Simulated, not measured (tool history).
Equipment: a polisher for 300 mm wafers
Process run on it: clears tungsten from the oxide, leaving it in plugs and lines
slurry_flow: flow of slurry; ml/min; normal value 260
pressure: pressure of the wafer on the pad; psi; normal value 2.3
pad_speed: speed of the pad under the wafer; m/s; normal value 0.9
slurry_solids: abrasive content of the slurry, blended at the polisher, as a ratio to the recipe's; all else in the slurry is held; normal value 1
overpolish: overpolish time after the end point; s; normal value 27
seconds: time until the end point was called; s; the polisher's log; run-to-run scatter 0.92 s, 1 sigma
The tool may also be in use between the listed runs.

run,hour,slurry_flow,pressure,pad_speed,slurry_solids,overpolish,"incoming thickness of the incoming film, nm",seconds
1,0,230,2.3,0.9,1,27,226.6,84.2
2,13.7,260,2.9,0.9,1,27,228.5,67.3
3,20.8,230,2.3,0.9,1,41,232.9,86.5
4,34.2,260,1.8,0.9,1,27,233.2,110.4
5,43.5,295,1.8,0.9,0.8,27,232.6,113.7
6,55.5,260,2.3,0.9,1,37,232.2,85.1
7,63.3,210,1.8,1.02,1,27,228.9,100.2
# hour 70.9: worn pad replaced by a new one
8,77.1,260,2.3,0.9,1,27,225.2,82.9
# hour 87.4: slurry tank refilled with fresh slurry and peroxide
9,88.7,260,2.3,0.9,1,27,230.7,78.2
10,102.9,260,1.6,0.9,1,40,228.9,110.3
11,112.3,260,2.7,1,1.1,36,229,59.6
12,124,260,2.3,0.9,1,27,234.1,81.7
13,139.4,260,2.3,0.9,1,33,229.5,82.7
# hour 169.5: slurry blender recalibrated
14,169.9,260,2.3,0.9,0.75,27,229.9,90.3
# hour 179.3: worn pad replaced by a new one
15,187,260,2.3,0.9,1,27,225.2,84.9
16,193.9,260,2.3,0.9,1,27,227,83.6
17,205,260,2.3,0.9,1,13,232.9,85.3
18,217.7,260,2.3,0.9,1,15,228.7,86.2
19,231.9,260,2.3,0.9,1,27,226.8,83.8
20,244,180,2.3,0.9,1,27,231,89.7
21,261.8,225,2.3,0.9,1,31,231.4,88
# hour 263.7: slurry tank refilled with fresh slurry and peroxide
22,269.8,260,2.7,0.82,1.3,27,226.1,67.9
23,279.2,260,2.8,0.9,1.2,41,231.7,62.6
# hour 286.7: worn pad replaced by a new one
24,293.7,260,2.3,0.9,1,27,232.8,82.5
25,303.8,215,2.9,0.9,0.85,32,226.7,67.6
26,316.8,285,2.5,0.9,0.8,39,231.9,78.9

What if the next run were any one of these 5? Each begins from the tool's condition after run 26:
A,317.3,260,2.6,0.9,1,27,230.2,?
B,317.3,230,2.3,0.9,1.15,42,230.2,?
C,317.3,260,2.3,0.9,1.15,27,230.2,?
D,317.3,290,2,0.9,1,27,230.2,?
E,317.3,230,1.9,0.76,1,27,230.2,?

run,seconds
A,71.4
B,79.6
C,78.4
D,91.8
E,117.5
With no hidden state in the tool, these same runs would have given:
run,seconds
A,66.6
B,74.2
C,73.1
D,85.6
E,109.6

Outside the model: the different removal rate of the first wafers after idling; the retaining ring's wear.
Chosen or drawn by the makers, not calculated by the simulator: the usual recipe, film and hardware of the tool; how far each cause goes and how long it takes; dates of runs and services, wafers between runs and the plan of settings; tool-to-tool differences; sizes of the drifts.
